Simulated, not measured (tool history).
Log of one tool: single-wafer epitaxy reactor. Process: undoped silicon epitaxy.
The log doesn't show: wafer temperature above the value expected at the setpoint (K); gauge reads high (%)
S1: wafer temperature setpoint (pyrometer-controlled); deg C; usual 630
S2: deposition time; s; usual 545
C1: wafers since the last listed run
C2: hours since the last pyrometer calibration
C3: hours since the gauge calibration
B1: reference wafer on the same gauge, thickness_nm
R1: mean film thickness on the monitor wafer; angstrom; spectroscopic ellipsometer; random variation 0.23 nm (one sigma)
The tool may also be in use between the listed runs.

run,day,S1,S2,C1,C2,C3,B1,R1
1,0.000,630,477,0,1571.7,380.5,54.228,499.91
2,3.892,630,545,461,1665.1,473.9,54.356,570.68
3,4.725,637,545,98,1685.1,493.9,54.352,663.19
4,5.871,637,545,135,1712.6,521.4,54.365,659.24
5,7.300,630,545,169,1746.9,555.7,54.432,567.88
6,8.033,641,545,87,1764.5,573.3,54.403,720.46
7,9.275,630,464,147,1794.3,603.1,54.460,489.51
8,9.938,630,545,78,1810.2,619.0,54.386,569.82
9,10.454,630,492,61,1822.6,631.4,54.468,514.02
# day 11.942: gauge calibrated
10,14.754,630,463,510,1925.8,67.5,53.596,481.95
11,15.883,630,545,133,1952.9,94.6,53.693,565.41
12,16.508,640,460,74,1967.9,109.6,53.829,587.09
13,20.608,639,642,486,2066.3,208.0,54.114,808.49
# day 21.154: pyrometer calibrated
14,21.775,630,545,98,14.9,236.0,54.251,567.52
15,22.408,630,449,75,30.1,251.2,54.333,467.82
16,23.738,637,545,157,62.0,283.1,54.374,661.22
17,24.842,638,503,130,88.5,309.6,54.408,623.25
18,25.983,634,629,135,115.9,337.0,54.375,719.65
19,27.346,619,604,161,148.6,369.7,54.489,496.82
20,28.646,621,457,154,179.8,400.9,54.583,398.34
21,29.908,645,505,149,210.1,431.2,54.535,729.07
22,31.271,616,545,161,242.8,463.9,54.655,421.96

Some steps in R1 between neighbouring runs. How much of each would the tool show without its hidden state too (settings, what came in, random variation), and how much is left for the hidden state, with any gauge scatter that isn't in both results?
Run 20 -> 21: S1 621 -> 645, S2 457 -> 505. R1 +330.73 angstrom: hidden state +9.88, all else +320.85.
Run 21 -> 22: S1 645 -> 616, S2 505 -> 545. R1 -307.11 angstrom: hidden state -8.61, all else -298.50.
